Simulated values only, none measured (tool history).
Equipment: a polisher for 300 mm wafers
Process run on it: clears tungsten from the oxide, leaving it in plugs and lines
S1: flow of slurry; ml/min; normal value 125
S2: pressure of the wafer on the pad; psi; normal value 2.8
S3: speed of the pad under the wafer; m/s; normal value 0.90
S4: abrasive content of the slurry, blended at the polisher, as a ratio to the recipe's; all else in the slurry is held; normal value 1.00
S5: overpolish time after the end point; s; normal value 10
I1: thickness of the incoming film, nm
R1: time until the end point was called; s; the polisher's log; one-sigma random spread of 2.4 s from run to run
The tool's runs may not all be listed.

{"run": 1, "day": 0.0, "S1": 125, "S2": 2.8, "S3": 0.9, "S4": 1.0, "S5": 10, "I1": 507.6, "R1": 190.4}
{"day": 1.179, "done": "worn pad replaced by a new one"}
{"day": 1.183, "done": "slurry tank refilled with fresh slurry and peroxide"}
{"run": 2, "day": 2.425, "S1": 125, "S2": 2.8, "S3": 0.9, "S4": 1.0, "S5": 10, "I1": 509.4, "R1": 186.3}
{"run": 3, "day": 3.908, "S1": 125, "S2": 2.8, "S3": 0.9, "S4": 1.0, "S5": 14, "I1": 496.7, "R1": 180.3}
{"day": 4.688, "done": "slurry blender recalibrated"}
{"day": 5.308, "done": "worn pad replaced by a new one"}
{"run": 4, "day": 5.329, "S1": 125, "S2": 2.8, "S3": 0.9, "S4": 1.0, "S5": 14, "I1": 506.0, "R1": 191.1}
{"run": 5, "day": 5.812, "S1": 125, "S2": 2.8, "S3": 0.9, "S4": 1.0, "S5": 14, "I1": 508.9, "R1": 190.5}
{"day": 6.175, "done": "slurry tank refilled with fresh slurry and peroxide"}
{"run": 6, "day": 6.638, "S1": 125, "S2": 2.8, "S3": 1.1, "S4": 1.0, "S5": 10, "I1": 510.5, "R1": 158.4}
{"run": 7, "day": 7.467, "S1": 125, "S2": 2.8, "S3": 0.9, "S4": 1.0, "S5": 10, "I1": 496.6, "R1": 179.7}
{"day": 8.233, "done": "slurry nozzle cleaned"}
{"day": 8.938, "done": "worn pad replaced by a new one"}
{"run": 8, "day": 8.958, "S1": 125, "S2": 2.8, "S3": 0.9, "S4": 1.0, "S5": 10, "I1": 503.8, "R1": 185.4}
{"run": 9, "day": 9.783, "S1": 125, "S2": 2.8, "S3": 0.9, "S4": 1.0, "S5": 10, "I1": 505.3, "R1": 187.4}
{"day": 10.488, "done": "slurry tank refilled with fresh slurry and peroxide"}
{"run": 10, "day": 10.771, "S1": 95, "S2": 2.8, "S3": 0.9, "S4": 1.0, "S5": 8, "I1": 505.5, "R1": 200.7}
{"run": 11, "day": 11.979, "S1": 125, "S2": 2.8, "S3": 0.9, "S4": 1.0, "S5": 16, "I1": 504.4, "R1": 188.3}
{"day": 13.429, "done": "worn pad replaced by a new one"}
{"run": 12, "day": 13.45, "S1": 125, "S2": 3.8, "S3": 0.9, "S4": 1.0, "S5": 6, "I1": 499.0, "R1": 139.2}
{"day": 14.804, "done": "slurry tank refilled with fresh slurry and peroxide"}
{"run": 13, "day": 14.892, "S1": 125, "S2": 2.8, "S3": 1.1, "S4": 1.0, "S5": 10, "I1": 502.2, "R1": 153.0}
{"day": 15.562, "done": "head pressure recalibrated"}
{"day": 15.762, "done": "slurry blender recalibrated"}
{"run": 14, "day": 15.783, "S1": 125, "S2": 2.8, "S3": 0.9, "S4": 1.0, "S5": 10, "I1": 507.1, "R1": 189.9}
{"run": 15, "day": 17.008, "S1": 125, "S2": 2.8, "S3": 0.9, "S4": 1.0, "S5": 10, "I1": 503.3, "R1": 190.0}
{"day": 17.608, "done": "worn pad replaced by a new one"}
{"run": 16, "day": 18.362, "S1": 105, "S2": 2.8, "S3": 0.9, "S4": 1.0, "S5": 10, "I1": 505.3, "R1": 194.3}
{"day": 19.233, "done": "slurry tank refilled with fresh slurry and peroxide"}
{"run": 17, "day": 19.562, "S1": 125, "S2": 3.4, "S3": 0.64, "S4": 1.0, "S5": 10, "I1": 504.2, "R1": 205.4}
{"run": 18, "day": 20.758, "S1": 125, "S2": 2.1, "S3": 0.9, "S4": 1.0, "S5": 10, "I1": 497.7, "R1": 237.2}

Give the tool's hidden conditions for every run:
removal rate lost through wear of the pad, %: 0 across all the runs
slurry flow missing at the pad, %: 0 across all the runs
deviation of the head's pressure from its setpoint, %: 0 across all the runs
abrasive missing from the slurry, %: 0 across all the runs
peroxide lost from the slurry, %: 0 across all the runs
